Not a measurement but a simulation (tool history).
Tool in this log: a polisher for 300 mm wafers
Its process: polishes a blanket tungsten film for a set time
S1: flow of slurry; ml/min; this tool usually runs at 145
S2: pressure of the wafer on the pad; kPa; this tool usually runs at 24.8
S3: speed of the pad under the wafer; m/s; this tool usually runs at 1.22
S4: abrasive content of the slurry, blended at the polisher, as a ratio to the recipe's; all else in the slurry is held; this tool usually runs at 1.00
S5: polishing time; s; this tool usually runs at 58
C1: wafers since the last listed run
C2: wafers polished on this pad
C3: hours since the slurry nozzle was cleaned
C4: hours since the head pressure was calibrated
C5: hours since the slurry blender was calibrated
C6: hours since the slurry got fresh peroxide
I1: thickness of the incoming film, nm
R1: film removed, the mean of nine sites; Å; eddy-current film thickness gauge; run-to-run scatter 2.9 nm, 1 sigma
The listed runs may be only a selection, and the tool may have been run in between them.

| run | day | S1 | S2 | S3 | S4 | S5 | C1 | C2 | C3 | C4 | C5 | C6 | I1 | R1 |
|---|---|---|---|---|---|---|---|---|---|---|---|---|---|---|
| 1 | 0.000 | 145 | 24.8 | 1.46 | 1.00 | 58 | 0 | 3919 | 585.7 | 342.4 | 255.4 | 43.6 | 1335.0 | 4251 |
| 2 | 2.329 | 145 | 24.8 | 1.34 | 1.00 | 58 | 766 | 4685 | 641.6 | 398.3 | 311.3 | 99.5 | 1325.6 | 3939 |
| 3 | 3.446 | 145 | 24.8 | 1.22 | 1.00 | 58 | 367 | 5053 | 668.4 | 425.1 | 338.1 | 126.3 | 1341.1 | 3582 |
| 4 | 4.821 | 165 | 24.8 | 1.22 | 1.00 | 58 | 452 | 5505 | 701.4 | 458.1 | 371.1 | 159.3 | 1350.3 | 3626 |
|  | 6.908 | slurry blender recalibrated |
|  | 8.821 | worn pad replaced by a new one |
| 5 | 8.842 | 145 | 32.4 | 1.22 | 1.00 | 58 | 1240 | 7 | 797.9 | 554.6 | 46.4 | 255.8 | 1337.8 | 4673 |
|  | 9.917 | slurry nozzle cleaned |
| 6 | 12.529 | 145 | 24.8 | 1.22 | 1.00 | 58 | 1199 | 1206 | 62.7 | 643.1 | 134.9 | 344.3 | 1319.4 | 3496 |
|  | 14.725 | head pressure recalibrated |
| 7 | 15.479 | 125 | 24.8 | 1.04 | 1.00 | 58 | 942 | 2149 | 133.5 | 18.1 | 205.7 | 415.1 | 1344.7 | 3035 |
| 8 | 16.692 | 145 | 22.1 | 1.22 | 1.00 | 46 | 398 | 2548 | 162.6 | 47.2 | 234.8 | 444.2 | 1341.2 | 2474 |
| 9 | 19.183 | 170 | 24.8 | 1.36 | 0.80 | 58 | 819 | 3368 | 222.4 | 107.0 | 294.6 | 504.0 | 1314.8 | 3830 |
| 10 | 20.621 | 145 | 24.8 | 1.22 | 1.00 | 58 | 472 | 3841 | 256.9 | 141.5 | 329.1 | 538.5 | 1336.4 | 3479 |
|  | 20.725 | slurry tank refilled with fresh slurry and peroxide |
| 11 | 23.192 | 145 | 24.8 | 1.22 | 0.80 | 58 | 831 | 4673 | 318.6 | 203.2 | 390.8 | 59.2 | 1340.1 | 3524 |
|  | 23.854 | slurry blender recalibrated |
| 12 | 25.317 | 170 | 24.8 | 1.22 | 1.25 | 58 | 671 | 5344 | 369.6 | 254.2 | 35.1 | 110.2 | 1344.2 | 3780 |
| 13 | 27.638 | 145 | 24.8 | 1.22 | 1.00 | 52 | 763 | 6108 | 425.3 | 309.9 | 90.8 | 165.9 | 1309.0 | 3235 |
| 14 | 29.225 | 145 | 19.3 | 1.10 | 1.10 | 71 | 522 | 6630 | 463.4 | 348.0 | 128.9 | 204.0 | 1327.7 | 3205 |
|  | 30.429 | worn pad replaced by a new one |
| 15 | 31.892 | 145 | 24.8 | 1.22 | 1.00 | 58 | 822 | 481 | 527.4 | 412.0 | 192.9 | 268.0 | 1313.6 | 3565 |
| 16 | 34.225 | 145 | 17.9 | 1.22 | 1.00 | 53 | 767 | 1249 | 583.4 | 468.0 | 248.9 | 324.0 | 1322.7 | 2368 |
| 17 | 36.371 | 145 | 24.8 | 1.22 | 1.00 | 58 | 705 | 1955 | 634.9 | 519.5 | 300.4 | 375.5 | 1344.8 | 3523 |
|  | 38.042 | slurry nozzle cleaned |
|  | 38.425 | slurry tank refilled with fresh slurry and peroxide |
| 18 | 38.658 | 145 | 18.6 | 1.60 | 1.00 | 58 | 725 | 2680 | 14.8 | 574.4 | 355.3 | 5.6 | 1313.6 | 3447 |
|  | 40.992 | head pressure recalibrated |
| 19 | 41.554 | 105 | 16.5 | 1.22 | 1.00 | 58 | 925 | 3605 | 84.3 | 13.5 | 424.8 | 75.1 | 1338.9 | 2276 |
| 20 | 42.650 | 115 | 24.8 | 1.22 | 1.25 | 58 | 360 | 3965 | 110.6 | 39.8 | 451.1 | 101.4 | 1335.1 | 3596 |
|  | 44.050 | slurry blender recalibrated |
| 21 | 44.425 | 190 | 20.7 | 1.54 | 1.00 | 58 | 556 | 4522 | 153.2 | 82.4 | 9.0 | 144.0 | 1336.5 | 3729 |
| 22 | 46.333 | 145 | 22.1 | 1.22 | 1.00 | 58 | 627 | 5149 | 199.0 | 128.2 | 54.8 | 189.8 | 1320.2 | 3141 |
| 23 | 49.267 | 145 | 24.8 | 1.22 | 1.00 | 58 | 964 | 6114 | 269.4 | 198.6 | 125.2 | 260.2 | 1338.0 | 3519 |
|  | 50.588 | worn pad replaced by a new one |
| 24 | 51.362 | 110 | 24.8 | 1.58 | 0.75 | 53 | 634 | 254 | 319.7 | 248.9 | 175.5 | 310.5 | 1320.5 | 3568 |
| 25 | 53.717 | 145 | 24.8 | 1.22 | 0.80 | 42 | 774 | 1029 | 376.2 | 305.4 | 232.0 | 367.0 | 1332.8 | 2493 |
| 26 | 54.783 | 145 | 24.8 | 1.22 | 1.00 | 58 | 350 | 1380 | 401.8 | 331.0 | 257.6 | 392.6 | 1318.3 | 3562 |

4 options for the next run, each taken on its own from the tool as it stands now. Forecast them:
| A | 54.800 | 145 | 24.8 | 1.22 | 1.00 | 58 | 5 | 1385 | 402.2 | 331.4 | 258.0 | 393.0 | 1318.8 | ? |
| B | 54.800 | 145 | 24.8 | 1.22 | 1.15 | 58 | 5 | 1385 | 402.2 | 331.4 | 258.0 | 393.0 | 1318.8 | ? |
| C | 54.800 | 145 | 18.6 | 1.22 | 1.00 | 76 | 5 | 1385 | 402.2 | 331.4 | 258.0 | 393.0 | 1318.8 | ? |
| D | 54.800 | 145 | 30.3 | 0.94 | 0.75 | 58 | 5 | 1385 | 402.2 | 331.4 | 258.0 | 393.0 | 1318.8 | ? |

| run | R1 |
|---|---|
| A | 3522 |
| B | 3605 |
| C | 3461 |
| D | 3385 |
With the hidden condition removed and each run's random variation left untouched, the same runs would have given:
| run | R1 |
|---|---|
| A | 3767 |
| B | 3856 |
| C | 3702 |
| D | 3620 |
